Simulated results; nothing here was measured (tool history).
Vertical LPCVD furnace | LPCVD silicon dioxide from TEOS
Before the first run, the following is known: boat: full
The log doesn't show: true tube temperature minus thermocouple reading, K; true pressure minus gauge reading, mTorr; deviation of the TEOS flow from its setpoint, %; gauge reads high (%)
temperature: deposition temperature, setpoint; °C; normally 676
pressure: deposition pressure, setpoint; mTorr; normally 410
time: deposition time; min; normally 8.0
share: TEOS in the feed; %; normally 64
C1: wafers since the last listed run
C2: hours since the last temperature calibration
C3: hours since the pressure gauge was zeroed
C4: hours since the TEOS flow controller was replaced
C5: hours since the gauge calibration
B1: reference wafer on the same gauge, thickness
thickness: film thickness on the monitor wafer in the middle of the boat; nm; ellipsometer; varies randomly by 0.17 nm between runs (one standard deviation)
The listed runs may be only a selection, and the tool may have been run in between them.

run 1 hour=0.0 | temperature=676 pressure=450 time=8.0 share=64 | C1=0 C2=2294.6 C3=2358.1 C4=5281.2 C5=590.5 | B1=31.09 | thickness=41.85
run 2 hour=184.4 | temperature=676 pressure=450 time=8.0 share=64 | C1=3191 C2=2479.0 C3=2542.5 C4=5465.6 C5=774.9 | B1=31.11 | thickness=41.91
run 3 hour=222.6 | temperature=676 pressure=450 time=8.0 share=64 | C1=661 C2=2517.2 C3=2580.7 C4=5503.8 C5=813.1 | B1=31.06 | thickness=41.90
run 4 hour=320.2 | temperature=676 pressure=410 time=8.0 share=64 | C1=1689 C2=2614.8 C3=2678.3 C4=5601.4 C5=910.7 | B1=31.10 | thickness=40.09
-- hour=364.5 pressure gauge zeroed
run 5 hour=365.0 | temperature=676 pressure=410 time=8.0 share=64 | C1=360 C2=2659.6 C3=0.5 C4=5646.2 C5=955.5 | B1=31.04 | thickness=39.96
run 6 hour=409.1 | temperature=676 pressure=410 time=8.0 share=64 | C1=763 C2=2703.7 C3=44.6 C4=5690.3 C5=999.6 | B1=31.14 | thickness=39.92
-- hour=456.3 thermocouples replaced and temperature profile calibrated
run 7 hour=496.4 | temperature=676 pressure=410 time=8.0 share=64 | C1=1095 C2=40.1 C3=131.9 C4=5777.6 C5=1086.9 | B1=31.07 | thickness=42.15
-- hour=559.6 gauge calibrated
run 8 hour=566.5 | temperature=684 pressure=410 time=8.0 share=64 | C1=1213 C2=110.2 C3=202.0 C4=5847.7 C5=6.9 | B1=31.12 | thickness=51.12
run 9 hour=629.4 | temperature=686 pressure=410 time=8.0 share=61 | C1=1088 C2=173.1 C3=264.9 C4=5910.6 C5=69.8 | B1=31.14 | thickness=52.29
-- hour=675.9 thermocouples replaced and temperature profile calibrated, repeated, since the last time left the tool worse
-- hour=690.6 TEOS flow controller replaced
run 10 hour=691.1 | temperature=676 pressure=410 time=8.0 share=64 | C1=398 C2=15.2 C3=326.6 C4=0.5 C5=131.5 | B1=31.06 | thickness=37.37
run 11 hour=716.7 | temperature=680 pressure=410 time=10.5 share=64 | C1=443 C2=40.8 C3=352.2 C4=26.1 C5=157.1 | B1=31.06 | thickness=54.71
run 12 hour=848.9 | temperature=681 pressure=410 time=6.5 share=58 | C1=2288 C2=173.0 C3=484.4 C4=158.3 C5=289.3 | B1=31.13 | thickness=33.37
run 13 hour=943.7 | temperature=676 pressure=410 time=9.0 share=64 | C1=1640 C2=267.8 C3=579.2 C4=253.1 C5=384.1 | B1=31.08 | thickness=42.85
run 14 hour=1050.8 | temperature=676 pressure=410 time=8.0 share=68 | C1=1853 C2=374.9 C3=686.3 C4=360.2 C5=491.2 | B1=31.03 | thickness=39.51

What if the next run were any one of these 4? Each begins from the tool's condition after run 14:
run A hour=1055.3 | temperature=676 pressure=410 time=8.0 share=64 | C1=77 C2=379.4 C3=690.8 C4=364.7 C5=495.7 | B1=? | thickness=?
run B hour=1055.3 | temperature=676 pressure=450 time=10.0 share=75 | C1=77 C2=379.4 C3=690.8 C4=364.7 C5=495.7 | B1=? | thickness=?
run C hour=1055.3 | temperature=687 pressure=510 time=9.5 share=64 | C1=77 C2=379.4 C3=690.8 C4=364.7 C5=495.7 | B1=? | thickness=?
run D hour=1055.3 | temperature=686 pressure=500 time=9.0 share=64 | C1=77 C2=379.4 C3=690.8 C4=364.7 C5=495.7 | B1=? | thickness=?

run=A B1=31.13 thickness=38.46
run=B B1=31.13 thickness=54.53
run=C B1=31.13 thickness=66.42
run=D B1=31.13 thickness=60.84
Take away the tool's hidden state, keep each run's random variation, and the runs would have read:
run=A thickness=37.50
run=B thickness=53.16
run=C thickness=64.80
run=D thickness=59.35
